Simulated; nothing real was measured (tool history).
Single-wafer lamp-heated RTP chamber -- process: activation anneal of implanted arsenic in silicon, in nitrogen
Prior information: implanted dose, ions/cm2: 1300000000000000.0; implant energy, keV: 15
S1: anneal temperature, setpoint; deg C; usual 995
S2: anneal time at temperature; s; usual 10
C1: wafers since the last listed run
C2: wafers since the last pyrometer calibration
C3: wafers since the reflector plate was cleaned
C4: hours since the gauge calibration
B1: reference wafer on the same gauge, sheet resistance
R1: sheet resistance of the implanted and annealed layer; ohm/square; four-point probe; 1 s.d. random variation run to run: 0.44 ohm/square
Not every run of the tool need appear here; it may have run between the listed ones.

run,hour,S1,S2,C1,C2,C3,C4,B1,R1
1,0.0,995,13,0,4407,7552,0.2,161.12,138.10
2,15.1,995,10,266,4673,7818,15.3,160.72,142.71
3,27.9,995,10,225,4899,8044,28.1,160.76,143.50
4,44.9,995,10,299,5199,8343,45.1,160.87,141.67
5,59.4,995,10,255,5454,8599,59.6,161.14,142.02
6,75.2,976,12,278,5733,8877,75.4,160.93,149.60
7,82.8,976,12,133,5867,9011,83.0,161.01,149.60
8,88.9,976,12,107,5974,9119,89.1,161.09,150.11
# hour 97.1: pyrometer window cleaned and pyrometer calibrated
9,97.6,995,10,12,8,9131,97.8,160.71,141.14
10,110.5,1010,10,227,236,9359,110.7,161.05,132.44
11,126.3,995,5,278,514,9637,126.5,161.07,153.06
12,141.1,995,10,260,775,9898,141.3,161.00,141.37
13,156.4,981,14,269,1045,10168,156.6,160.96,142.56
14,166.4,987,10,176,1221,10344,166.6,161.05,144.45
15,174.4,1022,8,141,1362,10485,174.6,161.06,129.29
16,190.8,1013,6,289,1651,10774,191.0,161.16,138.77
# hour 202.9: reflector plate cleaned
17,203.4,1022,8,81,1732,9,203.6,160.83,135.01
# hour 215.3: gauge calibrated
18,253.5,1006,14,883,2616,892,38.2,160.96,133.01
19,260.0,1013,6,114,2730,1006,44.7,161.00,144.24
20,268.1,1009,15,142,2873,1149,52.8,160.93,130.46
21,282.9,995,10,260,3134,1410,67.6,160.78,145.74

Forecast each of these 4 alternatives for the next run:
A,283.3,995,10,7,3141,1417,68.0,?,?
B,283.3,995,6,7,3141,1417,68.0,?,?
C,283.3,980,10,7,3141,1417,68.0,?,?
D,283.3,1006,10,7,3141,1417,68.0,?,?

run,B1,R1
A,160.72,146.33
B,160.72,154.13
C,160.72,154.74
D,160.72,140.05
With no hidden state in the tool, these same runs would have given:
run,R1
A,146.58
B,154.36
C,154.98
D,140.30

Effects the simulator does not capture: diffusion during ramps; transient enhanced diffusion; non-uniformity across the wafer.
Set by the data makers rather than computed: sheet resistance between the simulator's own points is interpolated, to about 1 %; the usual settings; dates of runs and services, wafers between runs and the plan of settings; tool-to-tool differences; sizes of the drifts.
